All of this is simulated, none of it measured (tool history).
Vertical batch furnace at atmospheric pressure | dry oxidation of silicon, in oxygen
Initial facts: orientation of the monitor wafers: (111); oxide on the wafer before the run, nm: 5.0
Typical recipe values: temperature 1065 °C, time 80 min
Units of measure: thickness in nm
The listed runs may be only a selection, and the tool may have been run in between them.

| run | hour | temperature | time | read-back reference wafer on the same gauge, thickness | thickness |
|---|---|---|---|---|---|
| 1 | 0 | 1065 | 80 | 137.18 | 128.44 |
| 2 | 59.1 | 1065 | 80 | 137.35 | 128.67 |
| 3 | 103.4 | 1065 | 80 | 137.5 | 128.98 |
| 4 | 119.8 | 1076 | 110.5 | 137.61 | 167.1 |
| 5 | 135.4 | 1076 | 110.5 | 137.64 | 167.21 |
|  | 160.4 | boat lift adjusted |
| 6 | 160.9 | 1085 | 80 | 137.67 | 145.76 |
| 7 | 166.6 | 1085 | 80 | 137.75 | 146.15 |
| 8 | 172.2 | 1065 | 80 | 137.77 | 128.78 |
| 9 | 180.9 | 1065 | 80 | 137.78 | 128.74 |
| 10 | 190.7 | 1065 | 80 | 137.8 | 129.05 |
|  | 221.9 | thermocouples replaced and temperature profile calibrated |
| 11 | 222.4 | 1065 | 80 | 137.92 | 128.66 |
| 12 | 228 | 1075 | 91.5 | 137.93 | 148.87 |
| 13 | 238.2 | 1072 | 95 | 137.97 | 148.92 |
| 14 | 252.7 | 1046 | 66 | 138.05 | 102.48 |
| 15 | 274.5 | 1065 | 55 | 138.11 | 102.67 |
|  | 282.6 | gauge calibrated |
| 16 | 295.5 | 1077 | 110.5 | 137.05 | 167.83 |
| 17 | 306.8 | 1081 | 50 | 137.06 | 105.98 |
| 18 | 315.2 | 1088 | 117.5 | 137.11 | 186.09 |
| 19 | 339.1 | 1078 | 62 | 137.13 | 118.73 |
| 20 | 355.1 | 1065 | 80 | 137.22 | 128.56 |
| 21 | 375.1 | 1065 | 80 | 137.3 | 128.47 |

Alternative continuations, all from the tool just after run 21; predict every row:
| A | 380.8 | 1065 | 80 | ? | ? |
| B | 380.8 | 1086 | 114 | ? | ? |
| C | 380.8 | 1087 | 104 | ? | ? |
| D | 380.8 | 1065 | 62 | ? | ? |

| run | read-back reference wafer on the same gauge, thickness | thickness |
|---|---|---|
| A | 137.36 | 128.43 |
| B | 137.36 | 180.77 |
| C | 137.36 | 172.29 |
| D | 137.36 | 109.74 |
Stripped of hidden state, with their random variation kept, the same runs would have yielded:
| run | thickness |
|---|---|
| A | 128.13 |
| B | 180.33 |
| C | 171.87 |
| D | 109.48 |
